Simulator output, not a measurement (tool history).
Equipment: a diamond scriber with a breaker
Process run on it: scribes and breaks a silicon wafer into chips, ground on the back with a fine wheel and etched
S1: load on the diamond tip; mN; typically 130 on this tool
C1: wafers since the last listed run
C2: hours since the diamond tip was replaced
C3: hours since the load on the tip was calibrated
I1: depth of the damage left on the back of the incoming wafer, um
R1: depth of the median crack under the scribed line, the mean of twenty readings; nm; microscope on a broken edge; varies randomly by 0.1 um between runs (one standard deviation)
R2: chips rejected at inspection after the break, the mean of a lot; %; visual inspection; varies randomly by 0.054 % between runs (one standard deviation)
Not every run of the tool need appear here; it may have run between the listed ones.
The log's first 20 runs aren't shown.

run 21 hour=312.9 | S1=146 | C1=61 C2=85.0 C3=1610.1 | I1=0.50 | R1=13050 R2=1.50
run 22 hour=329.5 | S1=151 | C1=77 C2=101.6 C3=1626.7 | I1=0.49 | R1=13640 R2=1.35
run 23 hour=342.7 | S1=141 | C1=61 C2=114.8 C3=1639.9 | I1=0.76 | R1=12650 R2=1.86
run 24 hour=360.5 | S1=164 | C1=83 C2=132.6 C3=1657.7 | I1=0.32 | R1=14080 R2=1.14
run 25 hour=370.7 | S1=130 | C1=47 C2=142.8 C3=1667.9 | I1=0.49 | R1=11830 R2=3.12
run 26 hour=385.5 | S1=159 | C1=69 C2=157.6 C3=1682.7 | I1=0.77 | R1=13580 R2=1.25
run 27 hour=397.7 | S1=96 | C1=57 C2=169.8 C3=1694.9 | I1=0.40 | R1=9670 R2=13.74
run 28 hour=441.4 | S1=94 | C1=204 C2=213.5 C3=1738.6 | I1=0.32 | R1=9400 R2=16.59
-- hour=451.6 load on the tip recalibrated
run 29 hour=452.1 | S1=144 | C1=40 C2=224.2 C3=0.5 | I1=0.54 | R1=13390 R2=1.29
-- hour=458.4 diamond tip replaced by a new one
run 30 hour=474.2 | S1=162 | C1=93 C2=15.8 C3=22.6 | I1=0.61 | R1=15630 R2=2.58
run 31 hour=492.0 | S1=101 | C1=83 C2=33.6 C3=40.4 | I1=0.44 | R1=11040 R2=6.86
run 32 hour=498.8 | S1=167 | C1=31 C2=40.4 C3=47.2 | I1=0.51 | R1=15690 R2=2.77
run 33 hour=511.4 | S1=102 | C1=58 C2=53.0 C3=59.8 | I1=0.58 | R1=11050 R2=6.68
run 34 hour=527.4 | S1=130 | C1=74 C2=69.0 C3=75.8 | I1=0.67 | R1=13020 R2=1.54
run 35 hour=539.6 | S1=120 | C1=57 C2=81.2 C3=88.0 | I1=0.71 | R1=12220 R2=2.78
run 36 hour=546.6 | S1=130 | C1=32 C2=88.2 C3=95.0 | I1=0.69 | R1=13010 R2=1.66
run 37 hour=554.8 | S1=130 | C1=38 C2=96.4 C3=103.2 | I1=0.39 | R1=12850 R2=1.65
run 38 hour=561.6 | S1=94 | C1=31 C2=103.2 C3=110.0 | I1=0.55 | R1=10300 R2=10.57
run 39 hour=576.1 | S1=165 | C1=67 C2=117.7 C3=124.5 | I1=0.59 | R1=15270 R2=2.18
run 40 hour=591.9 | S1=103 | C1=73 C2=133.5 C3=140.3 | I1=0.50 | R1=10820 R2=7.19
run 41 hour=601.8 | S1=130 | C1=46 C2=143.4 C3=150.2 | I1=0.44 | R1=12800 R2=1.88

Forecast each of these 4 alternatives for the next run:
run A hour=602.3 | S1=155 | C1=2 C2=143.9 C3=150.7 | I1=0.48 | R1=? R2=?
run B hour=602.3 | S1=158 | C1=2 C2=143.9 C3=150.7 | I1=0.48 | R1=? R2=?
run C hour=602.3 | S1=143 | C1=2 C2=143.9 C3=150.7 | I1=0.48 | R1=? R2=?
run D hour=602.3 | S1=150 | C1=2 C2=143.9 C3=150.7 | I1=0.48 | R1=? R2=?

run=A R1=14480 R2=1.45
run=B R1=14680 R2=1.60
run=C R1=13700 R2=1.24
run=D R1=14160 R2=1.28
Stripped of hidden state, with their random variation kept, the same runs would have yielded:
run=A R1=15620 R2=2.81
run=B R1=15830 R2=3.18
run=C R1=14780 R2=1.70
run=D R1=15270 R2=2.28
